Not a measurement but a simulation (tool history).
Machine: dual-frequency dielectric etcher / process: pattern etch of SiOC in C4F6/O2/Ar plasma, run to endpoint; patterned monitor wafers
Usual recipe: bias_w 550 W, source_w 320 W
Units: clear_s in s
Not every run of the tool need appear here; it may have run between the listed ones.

| run | hour | bias_w | source_w | wafers since the last listed run | hours since the last wet clean | hours since the last bias power generator calibration | hours since the last source power generator calibration | hours since the last upper electrode change | incoming incoming film thickness, nm | clear_s |
|---|---|---|---|---|---|---|---|---|---|---|
| 1 | 0 | 550 | 320 | 0 | 402 | 2121.7 | 4847.3 | 4399.6 | 40.27 | 12.5 |
| 2 | 9.2 | 550 | 320 | 133 | 411.2 | 2130.9 | 4856.5 | 4408.8 | 40.4 | 12.5 |
| 3 | 17.6 | 550 | 320 | 121 | 419.6 | 2139.3 | 4864.9 | 4417.2 | 40.34 | 12.5 |
| 4 | 31.4 | 504 | 370 | 200 | 433.4 | 2153.1 | 4878.7 | 4431 | 40.41 | 12.2 |
| 5 | 48 | 504 | 370 | 240 | 450 | 2169.7 | 4895.3 | 4447.6 | 40.45 | 12.3 |
| 6 | 63.9 | 512 | 320 | 230 | 465.9 | 2185.6 | 4911.2 | 4463.5 | 40.52 | 12.8 |
|  | 74.8 | bias power generator calibrated |
| 7 | 76 | 512 | 320 | 117 | 478 | 1.2 | 4923.3 | 4475.6 | 40.67 | 12.9 |
| 8 | 82 | 512 | 320 | 87 | 484 | 7.2 | 4929.3 | 4481.6 | 40.36 | 12.8 |
| 9 | 88.7 | 550 | 320 | 97 | 490.7 | 13.9 | 4936 | 4488.3 | 40.59 | 12.4 |
|  | 96.6 | source power generator calibrated |
| 10 | 97 | 515 | 400 | 62 | 499 | 22.2 | 0.4 | 4496.6 | 40.89 | 11.9 |
|  | 132.8 | upper electrode replaced |
|  | 142.7 | wet clean of the chamber |
| 11 | 143.2 | 676 | 370 | 177 | 0.5 | 68.4 | 46.6 | 10.4 | 40.69 | 11.5 |
| 12 | 143.5 | 550 | 320 | 4 | 0.8 | 68.7 | 46.9 | 10.7 | 40.59 | 13.1 |
| 13 | 143.8 | 479 | 240 | 4 | 1.1 | 69 | 47.2 | 11 | 40.17 | 15.1 |
| 14 | 146.5 | 550 | 320 | 39 | 3.8 | 71.7 | 49.9 | 13.7 | 40.66 | 13.1 |
| 15 | 162.7 | 452 | 260 | 234 | 20 | 87.9 | 66.1 | 29.9 | 40.66 | 15.1 |
| 16 | 172.5 | 501 | 350 | 142 | 29.8 | 97.7 | 75.9 | 39.7 | 40.7 | 13 |
| 17 | 182.3 | 594 | 250 | 142 | 39.6 | 107.5 | 85.7 | 49.5 | 40.66 | 13.8 |
| 18 | 195 | 550 | 350 | 184 | 52.3 | 120.2 | 98.4 | 62.2 | 40.43 | 12.6 |
| 19 | 209.4 | 622 | 320 | 208 | 66.7 | 134.6 | 112.8 | 76.6 | 40.59 | 12.4 |

Below are 4 alternative next runs, each starting from the tool's condition after run 19. Predict each:
| A | 209.8 | 550 | 320 | 5 | 67.1 | 135 | 113.2 | 77 | 40.69 | ? |
| B | 209.8 | 609 | 300 | 5 | 67.1 | 135 | 113.2 | 77 | 40.69 | ? |
| C | 209.8 | 657 | 370 | 5 | 67.1 | 135 | 113.2 | 77 | 40.69 | ? |
| D | 209.8 | 550 | 240 | 5 | 67.1 | 135 | 113.2 | 77 | 40.69 | ? |

| run | clear_s |
|---|---|
| A | 13.1 |
| B | 12.9 |
| C | 11.6 |
| D | 14.5 |
What these runs would have given with no unlogged condition in the tool:
| run | clear_s |
|---|---|
| A | 13.1 |
| B | 12.9 |
| C | 11.6 |
| D | 14.5 |

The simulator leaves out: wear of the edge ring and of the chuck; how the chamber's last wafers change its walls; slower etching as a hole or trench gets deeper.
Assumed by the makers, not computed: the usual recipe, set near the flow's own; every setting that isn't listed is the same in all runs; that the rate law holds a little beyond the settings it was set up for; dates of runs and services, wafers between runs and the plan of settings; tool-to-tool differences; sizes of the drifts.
